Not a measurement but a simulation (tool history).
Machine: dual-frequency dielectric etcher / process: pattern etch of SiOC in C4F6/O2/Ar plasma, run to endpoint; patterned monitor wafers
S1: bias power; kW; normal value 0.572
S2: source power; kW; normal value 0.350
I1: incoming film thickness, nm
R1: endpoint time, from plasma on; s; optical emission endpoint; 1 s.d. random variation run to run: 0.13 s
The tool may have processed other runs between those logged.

run,hour,S1,S2,I1,R1
1,0.0,0.671,0.350,51.0,15.5
2,61.1,0.572,0.350,50.7,16.8
3,163.6,0.572,0.350,51.1,16.8
4,268.8,0.572,0.350,51.2,16.9
5,307.4,0.622,0.350,50.9,16.2
6,373.9,0.622,0.350,50.9,16.3
7,450.9,0.622,0.350,51.5,15.8
8,519.5,0.572,0.350,50.8,16.5
9,576.1,0.615,0.350,51.3,16.2
10,864.7,0.572,0.300,50.9,18.1
11,971.4,0.572,0.300,51.5,18.1
12,1045.9,0.572,0.370,50.6,16.4
13,1143.4,0.572,0.370,51.2,16.8
14,1250.3,0.572,0.370,50.8,16.9
15,1291.6,0.468,0.350,51.2,19.3
16,1392.8,0.572,0.350,51.0,16.4
17,1489.4,0.572,0.350,51.0,16.6
18,1544.6,0.476,0.350,50.6,18.1
19,1621.7,0.504,0.430,51.1,16.4
20,1660.5,0.490,0.270,51.0,20.4
21,1767.3,0.572,0.350,50.8,16.9
22,1868.5,0.646,0.410,51.5,15.1
23,1975.5,0.572,0.350,51.7,17.2
24,2041.6,0.572,0.400,51.1,16.1
25,2117.6,0.611,0.410,50.8,15.3
26,2436.6,0.491,0.270,51.4,20.7
27,2493.2,0.572,0.350,51.7,16.8
28,2576.4,0.508,0.320,50.7,18.3
29,2894.1,0.496,0.440,50.7,16.3
30,2951.0,0.517,0.350,51.1,17.8
31,3043.4,0.572,0.350,50.5,16.5
32,3140.9,0.476,0.350,50.6,18.6
33,3231.1,0.701,0.260,51.1,17.0
34,3271.4,0.699,0.350,51.4,15.4
35,3347.8,0.450,0.270,51.2,21.8
36,3437.5,0.572,0.380,51.2,16.2

Put back what was entered between runs (7 entries, withheld): which listed runs does each sit between, and how does the hidden state differ from the listed run before to the listed run after?
After run 6, before run 7: wet clean of the chamber (hour 450.4)
  etch rate over this chamber's usual, %: -2.95 -> -0.0696
  the result without the hidden state subtracted from the measured one, R1: +0.5 -> +0.0 s
After run 10, before run 11: upper electrode replaced (hour 948.3)
  etch rate over this chamber's usual, %: -1.88 -> -2.35
  the result without the hidden state subtracted from the measured one, R1: +0.4 -> +0.4 s
After run 15, before run 16: wet clean of the chamber (hour 1356.4)
  etch rate over this chamber's usual, %: -3.75 -> 0.106
  the result without the hidden state subtracted from the measured one, R1: +0.7 -> +0.0 s
After run 25, before run 26: wet clean of the chamber (hour 2154.2)
  etch rate over this chamber's usual, %: -3.06 -> -1.46
  the result without the hidden state subtracted from the measured one, R1: +0.5 -> +0.3 s
After run 26, before run 27: bias power generator calibrated (hour 2482.1); source power generator calibrated (hour 2485.7)
  etch rate over this chamber's usual, %: -1.46 -> -1.71
  the result without the hidden state subtracted from the measured one, R1: +0.3 -> +0.2 s
After run 28, before run 29: wet clean of the chamber (hour 2885.0)
  etch rate over this chamber's usual, %: -2.07 -> -0.182
  the result without the hidden state subtracted from the measured one, R1: +0.3 -> +0.0 s
